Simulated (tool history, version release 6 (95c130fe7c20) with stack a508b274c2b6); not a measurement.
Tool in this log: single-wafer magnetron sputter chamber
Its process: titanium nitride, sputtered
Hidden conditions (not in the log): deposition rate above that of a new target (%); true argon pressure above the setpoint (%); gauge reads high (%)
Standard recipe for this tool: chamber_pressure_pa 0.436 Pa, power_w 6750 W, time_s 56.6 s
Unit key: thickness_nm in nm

run    hour  chamber_pressure_pa  power_w  time_s  wafers since the last listed run  wafers on the sputter target  hours since the last manometer calibration  hours since the magnet pack was replaced  hours since the gauge calibration  read-back reference wafer on the same gauge, thickness_nm  thickness_nm
  1     0.0                0.436     6750    56.6                                 0                          3081                                      1609.3                                    7628.9                              664.2                                                     66.716        72.587
  2    91.1                0.436     6750    56.6                              2193                          5275                                      1700.4                                    7720.0                              755.3                                                     66.744        72.084
  3   170.3                0.436     6750    56.6                              1907                          7182                                      1779.6                                    7799.2                              834.5                                                     66.700        71.856
      180.8  -- sputter target and shields replaced
  4   263.2                0.436     6750    56.6                              2044                          1984                                      1872.5                                    7892.1                              927.4                                                     66.636        72.410
  5   324.0                0.436     6750    56.6                              1464                          3448                                      1933.3                                    7952.9                              988.2                                                     66.703        72.291
  6   387.1                0.436     6750    56.6                              1519                          4967                                      1996.4                                    8016.0                             1051.3                                                     66.701        72.148
  7   491.4                0.436     6750    56.6                              2511                          7479                                      2100.7                                    8120.3                             1155.6                                                     66.691        71.200
      533.6  -- sputter target and shields replaced
  8   583.6                0.436     6750    50.7                              2027                          1203                                      2192.9                                    8212.5                             1247.8                                                     66.730        65.185
      616.3  -- gauge calibrated
  9   656.3                0.436     6750    56.6                              1750                          2953                                      2265.6                                    8285.2                               40.0                                                     66.780        72.532
 10   721.9                0.436     6750    56.6                              1579                          4533                                      2331.2                                    8350.8                              105.6                                                     66.720        72.223
 11   797.4                0.436     6750    56.6                              1817                          6351                                      2406.7                                    8426.3                              181.1                                                     66.743        71.620
      818.9  -- capacitance manometer re-zeroed and calibrated
 12   845.3                0.436     8000    50.5                               960                          7311                                        26.4                                    8474.2                              229.0                                                     66.719        76.317
      855.3  -- sputter target and shields replaced
 13   900.5                0.585     6250    56.6                              1136                          1087                                        81.6                                    8529.4                              284.2                                                     66.701        65.638
 14   991.6                0.436     6750    56.6                              2193                          3280                                       172.7                                    8620.5                              375.3                                                     66.720        73.232
     1001.5  -- magnet pack replaced
 15  1061.1                0.322     6750    46.1                              1480                          4761                                       242.2                                      59.6                              444.8                                                     66.702        60.825
 16  1100.7                0.505     5900    59.7                               953                          5715                                       281.8                                      99.2                              484.4                                                     66.658        65.541
     1189.4  -- sputter target and shields replaced
 17  1189.9                0.436     6750    56.6                              1955                            12                                       371.0                                     188.4                              573.6                                                     66.741        73.560
 18  1246.0                0.588     5650    49.8                              1350                          1363                                       427.1                                     244.5                              629.7                                                     66.701        52.206
 19  1339.0                0.322     6750    46.1                              2239                          3602                                       520.1                                     337.5                              722.7                                                     66.708        61.040
 20  1420.6                0.318     6750    56.6                              1964                          5567                                       601.7                                     419.1                              804.3                                                     66.648        74.524
 21  1457.8                0.436     5100    62.6                               895                          6463                                       638.9                                     456.3                              841.5                                                     66.690        60.294
     1503.2  -- sputter target and shields replaced
 22  1551.8                0.319     7950    53.2                              2070                          1169                                       732.9                                     550.3                              935.5                                                     66.708        83.492
 23  1596.4                0.344     6750    62.6                              1073                          2243                                       777.5                                     594.9                              980.1                                                     66.765        82.469

Here are 3 independent what-if runs from the current tool condition. What would each one return?
  A  1596.8                0.436     7650    56.6                                 9                          2253                                       777.9                                     595.3                              980.5                                                          ?             ?
  B  1596.8                0.494     7450    56.6                                 9                          2253                                       777.9                                     595.3                              980.5                                                          ?             ?
  C  1596.8                0.436     6750    53.3                                 9                          2253                                       777.9                                     595.3                              980.5                                                          ?             ?

run  read-back reference wafer on the same gauge, thickness_nm  thickness_nm
  A                                                     66.663        83.053
  B                                                     66.663        79.750
  C                                                     66.663        69.009
The same runs, with their run-to-run variation unchanged, on a tool lacking any hidden condition would have given:
run  thickness_nm
  A        84.035
  B        80.720
  C        69.826

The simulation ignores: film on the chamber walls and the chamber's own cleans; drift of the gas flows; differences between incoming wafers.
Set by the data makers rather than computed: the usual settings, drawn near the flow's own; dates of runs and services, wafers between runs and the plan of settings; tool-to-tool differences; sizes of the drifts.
